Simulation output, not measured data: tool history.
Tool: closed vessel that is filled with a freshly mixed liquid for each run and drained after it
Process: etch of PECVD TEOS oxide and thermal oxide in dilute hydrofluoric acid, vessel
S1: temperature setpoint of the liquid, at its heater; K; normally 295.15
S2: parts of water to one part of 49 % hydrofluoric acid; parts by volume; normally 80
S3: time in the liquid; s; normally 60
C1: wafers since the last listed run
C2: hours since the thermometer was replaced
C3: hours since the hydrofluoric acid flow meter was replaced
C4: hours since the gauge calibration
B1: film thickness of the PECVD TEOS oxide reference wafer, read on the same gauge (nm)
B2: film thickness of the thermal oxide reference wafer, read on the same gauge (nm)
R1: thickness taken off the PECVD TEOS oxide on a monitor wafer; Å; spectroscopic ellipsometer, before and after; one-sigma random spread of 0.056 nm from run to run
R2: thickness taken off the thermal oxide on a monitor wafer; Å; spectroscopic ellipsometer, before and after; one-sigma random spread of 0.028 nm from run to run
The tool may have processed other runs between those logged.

run	hour	S1	S2	S3	C1	C2	C3	C4	B1	B2	R1	R2
1	0	295.15	80	60	0	1016.8	211	840.7	98.82	69.19	130.7	33.66
2	103.1	295.15	80	60	8248	1119.9	314.1	943.8	98.68	69.091	130	33.26
3	198.9	295.15	80	60	7664	1215.7	409.9	1039.6	98.56	68.995	130.8	33.16
4	292.7	295.15	80	35	7504	1309.5	503.7	1133.4	98.47	68.866	75.8	19.46
5	347.7	295.15	80	35	4400	1364.5	558.7	1188.4	98.33	68.888	76.8	19.6
# hour 496.4: hydrofluoric acid flow meter replaced
6	585.7	295.15	80	35	18961	1602.5	89.3	1426.4	98	68.644	75.5	19.57
7	666.1	295.15	80	60	6432	1682.9	169.7	1506.8	97.94	68.531	130.7	33.03
8	750.1	295.15	80	60	6720	1766.9	253.7	1590.8	97.81	68.485	129.4	33.2
# hour 787.5: thermometer replaced
9	855.8	295.15	80	60	8376	68.3	359.4	1696.5	97.66	68.401	129.8	32.83
10	906.9	295.15	80	60	4088	119.4	410.5	1747.6	97.59	68.29	129.4	33.06
11	972.2	292.65	80	60	5224	184.7	475.8	1812.9	97.53	68.307	116.2	29.9
# hour 974.2: gauge calibrated
12	1065.1	292.65	80	60	7432	277.6	568.7	90.9	99.27	69.503	118.7	30.12
13	1148.5	295.15	80	60	6672	361	652.1	174.3	99.17	69.427	131.3	33.66
14	1232.2	299.65	80	35	6696	444.7	735.8	258	99.06	69.352	92.2	23.77
# hour 1279.7: hydrofluoric acid flow meter replaced
15	1298.6	295.15	80	60	5232	511.1	18.9	324.4	98.97	69.28	131.8	33.4
16	1399.6	299.15	110	60	8080	612.1	119.9	425.4	98.85	69.168	107.9	27.25
17	1476.2	295.15	50	60	6128	688.7	196.5	502	98.74	69.11	216.6	56.15
18	1644.8	295.15	80	60	13488	857.3	365.1	670.6	98.51	68.952	130.8	33.39
19	1701.4	295.15	80	90	4528	913.9	421.7	727.2	98.4	68.885	195.5	49.8
20	1778.7	295.15	110	85	6184	991.2	499	804.5	98.29	68.832	130.1	33.6
21	1826.2	295.15	80	70	3800	1038.7	546.5	852	98.28	68.744	152.3	38.86
22	1890.1	295.15	80	60	5112	1102.6	610.4	915.9	98.16	68.697	130.5	33.59
23	1953.6	295.15	80	60	5080	1166.1	673.9	979.4	98.13	68.655	130.6	33.17
# hour 1990.4: hydrofluoric acid flow meter replaced
24	2039	295.15	80	60	6752	1251.5	48.6	1064.8	97.99	68.6	130.3	32.7
25	2090.1	296.65	100	60	4088	1302.6	99.7	1115.9	97.91	68.55	108	27.84
26	2173.2	290.65	95	75	6648	1385.7	182.8	1199	97.76	68.462	111.2	28.74

Alternative continuations, all from the tool just after run 26; predict every row:
A	2173.9	295.15	80	60	56	1386.4	183.5	1199.7	?	?	?	?
B	2173.9	298.15	115	30	56	1386.4	183.5	1199.7	?	?	?	?
C	2173.9	299.15	80	60	56	1386.4	183.5	1199.7	?	?	?	?
D	2173.9	299.65	55	70	56	1386.4	183.5	1199.7	?	?	?	?

run	B1	B2	R1	R2
A	97.81	68.506	128.9	33.16
B	97.81	68.506	48.4	12.46
C	97.81	68.506	151.4	38.95
D	97.81	68.506	271.2	69.77
Without the tool's hidden state the same runs would have given:
run	R1	R2
A	131.8	33.91
B	49.5	12.74
C	154.8	39.83
D	277.4	71.34
